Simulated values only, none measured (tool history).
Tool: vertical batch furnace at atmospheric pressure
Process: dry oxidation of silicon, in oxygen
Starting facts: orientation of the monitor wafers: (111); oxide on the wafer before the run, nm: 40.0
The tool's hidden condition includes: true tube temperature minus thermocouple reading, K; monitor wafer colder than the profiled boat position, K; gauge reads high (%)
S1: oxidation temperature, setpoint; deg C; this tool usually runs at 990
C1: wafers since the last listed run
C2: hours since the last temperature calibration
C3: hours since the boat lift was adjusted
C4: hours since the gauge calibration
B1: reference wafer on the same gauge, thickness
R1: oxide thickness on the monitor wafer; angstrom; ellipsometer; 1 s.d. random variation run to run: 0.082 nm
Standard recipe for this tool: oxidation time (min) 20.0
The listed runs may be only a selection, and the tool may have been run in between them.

{"run": 1, "hour": 0.0, "S1": 990, "oxidation time (min)": 20.0, "C1": 0, "C2": 1611.3, "C3": 1943.6, "C4": 52.3, "B1": 53.3, "R1": 546.7}
{"run": 2, "hour": 7.1, "S1": 990, "oxidation time (min)": 20.0, "C1": 115, "C2": 1618.4, "C3": 1950.7, "C4": 59.4, "B1": 53.3, "R1": 547.0}
{"run": 3, "hour": 15.7, "S1": 990, "oxidation time (min)": 20.0, "C1": 139, "C2": 1627.0, "C3": 1959.3, "C4": 68.0, "B1": 53.3, "R1": 547.1}
{"run": 4, "hour": 32.0, "S1": 990, "oxidation time (min)": 23.5, "C1": 264, "C2": 1643.3, "C3": 1975.6, "C4": 84.3, "B1": 53.32, "R1": 572.4}
{"run": 5, "hour": 47.3, "S1": 990, "oxidation time (min)": 23.5, "C1": 248, "C2": 1658.6, "C3": 1990.9, "C4": 99.6, "B1": 53.3, "R1": 571.8}
{"run": 6, "hour": 57.6, "S1": 990, "oxidation time (min)": 20.0, "C1": 167, "C2": 1668.9, "C3": 2001.2, "C4": 109.9, "B1": 53.31, "R1": 546.6}
{"hour": 84.1, "done": "gauge calibrated"}
{"hour": 89.4, "done": "boat lift adjusted"}
{"run": 7, "hour": 89.9, "S1": 990, "oxidation time (min)": 20.0, "C1": 134, "C2": 1701.2, "C3": 0.5, "C4": 5.8, "B1": 53.3, "R1": 545.8}
{"run": 8, "hour": 94.4, "S1": 990, "oxidation time (min)": 20.0, "C1": 73, "C2": 1705.7, "C3": 5.0, "C4": 10.3, "B1": 53.29, "R1": 547.1}
{"run": 9, "hour": 98.9, "S1": 990, "oxidation time (min)": 20.0, "C1": 73, "C2": 1710.2, "C3": 9.5, "C4": 14.8, "B1": 53.3, "R1": 546.4}
{"hour": 131.9, "done": "thermocouples replaced and temperature profile calibrated"}
{"run": 10, "hour": 132.4, "S1": 996, "oxidation time (min)": 23.0, "C1": 154, "C2": 0.5, "C3": 43.0, "C4": 48.3, "B1": 53.31, "R1": 578.8}
{"run": 11, "hour": 136.9, "S1": 978, "oxidation time (min)": 20.0, "C1": 73, "C2": 5.0, "C3": 47.5, "C4": 52.8, "B1": 53.3, "R1": 528.3}
{"run": 12, "hour": 141.3, "S1": 990, "oxidation time (min)": 20.0, "C1": 71, "C2": 9.4, "C3": 51.9, "C4": 57.2, "B1": 53.3, "R1": 548.0}
{"run": 13, "hour": 145.8, "S1": 981, "oxidation time (min)": 29.0, "C1": 73, "C2": 13.9, "C3": 56.4, "C4": 61.7, "B1": 53.31, "R1": 590.0}
{"run": 14, "hour": 150.3, "S1": 1000, "oxidation time (min)": 20.0, "C1": 73, "C2": 18.4, "C3": 60.9, "C4": 66.2, "B1": 53.3, "R1": 563.3}
{"run": 15, "hour": 160.9, "S1": 982, "oxidation time (min)": 25.0, "C1": 172, "C2": 29.0, "C3": 71.5, "C4": 76.8, "B1": 53.3, "R1": 566.3}
{"run": 16, "hour": 169.6, "S1": 990, "oxidation time (min)": 20.0, "C1": 141, "C2": 37.7, "C3": 80.2, "C4": 85.5, "B1": 53.3, "R1": 546.8}
{"run": 17, "hour": 179.6, "S1": 969, "oxidation time (min)": 26.5, "C1": 162, "C2": 47.7, "C3": 90.2, "C4": 95.5, "B1": 53.29, "R1": 553.1}
{"run": 18, "hour": 197.9, "S1": 999, "oxidation time (min)": 10.5, "C1": 297, "C2": 66.0, "C3": 108.5, "C4": 113.8, "B1": 53.32, "R1": 484.4}
{"run": 19, "hour": 214.8, "S1": 990, "oxidation time (min)": 14.0, "C1": 274, "C2": 82.9, "C3": 125.4, "C4": 130.7, "B1": 53.3, "R1": 502.6}

What was the tool's hidden state at every run in the log?
true tube temperature minus thermocouple reading, K: 0 in every run
monitor wafer colder than the profiled boat position, K: 0 in every run
gauge reads high (%): 0 in every run

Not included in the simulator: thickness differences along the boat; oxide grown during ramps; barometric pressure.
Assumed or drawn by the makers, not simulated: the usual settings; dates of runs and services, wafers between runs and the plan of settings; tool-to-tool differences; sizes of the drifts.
